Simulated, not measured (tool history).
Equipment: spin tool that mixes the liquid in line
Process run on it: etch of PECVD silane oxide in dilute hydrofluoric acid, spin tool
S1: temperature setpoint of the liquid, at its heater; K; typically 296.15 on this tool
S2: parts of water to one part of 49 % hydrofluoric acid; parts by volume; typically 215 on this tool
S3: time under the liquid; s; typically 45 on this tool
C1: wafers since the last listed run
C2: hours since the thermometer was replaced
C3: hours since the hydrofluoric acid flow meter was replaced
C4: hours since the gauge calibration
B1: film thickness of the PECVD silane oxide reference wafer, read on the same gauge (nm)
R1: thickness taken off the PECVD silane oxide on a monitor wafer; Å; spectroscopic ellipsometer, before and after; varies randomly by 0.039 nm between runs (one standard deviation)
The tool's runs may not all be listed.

run 1 day=0 | S1=296.15 S2=215 S3=45 | C1=0 C2=1480.1 C3=1538.4 C4=374.7 | B1=129.98 | R1=53.9
run 2 day=2.138 | S1=296.15 S2=215 S3=45 | C1=759 C2=1531.4 C3=1589.7 C4=426 | B1=130.01 | R1=53.7
run 3 day=6.6 | S1=296.15 S2=215 S3=45 | C1=1584 C2=1638.5 C3=1696.8 C4=533.1 | B1=130 | R1=53.2
run 4 day=10.6 | S1=296.15 S2=215 S3=30 | C1=1420 C2=1734.5 C3=1792.8 C4=629.1 | B1=129.99 | R1=35.7
run 5 day=12.479 | S1=296.15 S2=285 S3=45 | C1=667 C2=1779.6 C3=1837.9 C4=674.2 | B1=130.01 | R1=37.3
run 6 day=16.658 | S1=296.15 S2=285 S3=45 | C1=1484 C2=1879.9 C3=1938.2 C4=774.5 | B1=130.02 | R1=37.5
-- day=22.896 gauge calibrated
run 7 day=23.808 | S1=296.15 S2=285 S3=45 | C1=2539 C2=2051.5 C3=2109.8 C4=21.9 | B1=130 | R1=37.3
-- day=26.846 hydrofluoric acid flow meter replaced
run 8 day=27.354 | S1=296.15 S2=215 S3=45 | C1=1244 C2=2136.6 C3=12.2 C4=107 | B1=129.98 | R1=52.6
run 9 day=30.504 | S1=296.15 S2=175 S3=45 | C1=1118 C2=2212.2 C3=87.8 C4=182.6 | B1=130.02 | R1=67
run 10 day=32.579 | S1=296.15 S2=285 S3=45 | C1=736 C2=2262 C3=137.6 C4=232.4 | B1=129.99 | R1=36.9
run 11 day=35.112 | S1=296.15 S2=165 S3=60 | C1=899 C2=2322.8 C3=198.4 C4=293.2 | B1=130 | R1=96.2
-- day=35.562 thermometer replaced
run 12 day=39.275 | S1=294.65 S2=320 S3=25 | C1=1463 C2=89.1 C3=298.3 C4=393.1 | B1=130.01 | R1=18
run 13 day=41.379 | S1=296.15 S2=125 S3=20 | C1=747 C2=139.6 C3=348.8 C4=443.6 | B1=130 | R1=47.2
run 14 day=45.162 | S1=293.65 S2=310 S3=40 | C1=1343 C2=230.4 C3=439.6 C4=534.4 | B1=129.98 | R1=29
run 15 day=47.375 | S1=296.15 S2=215 S3=45 | C1=785 C2=283.5 C3=492.7 C4=587.5 | B1=129.99 | R1=55.6
run 16 day=51.088 | S1=293.15 S2=115 S3=20 | C1=1318 C2=372.6 C3=581.8 C4=676.6 | B1=130 | R1=45.4

Run-by-run hidden state of the tool:
hydrofluoric acid flow above the setpoint (%): 0 in every run
gauge reads high (%): 0 in every run
H1: liquid colder than its thermometer reads (K)
run=1 H1=1.56
run=2 H1=1.61
run=3 H1=1.71
run=4 H1=1.79
run=5 H1=1.84
run=6 H1=1.93
run=7 H1=2.09
run=8 H1=2.17
run=9 H1=2.24
run=10 H1=2.28
run=11 H1=2.34
run=12 H1=0.306
run=13 H1=0.353
run=14 H1=0.437
run=15 H1=0.486
run=16 H1=0.568

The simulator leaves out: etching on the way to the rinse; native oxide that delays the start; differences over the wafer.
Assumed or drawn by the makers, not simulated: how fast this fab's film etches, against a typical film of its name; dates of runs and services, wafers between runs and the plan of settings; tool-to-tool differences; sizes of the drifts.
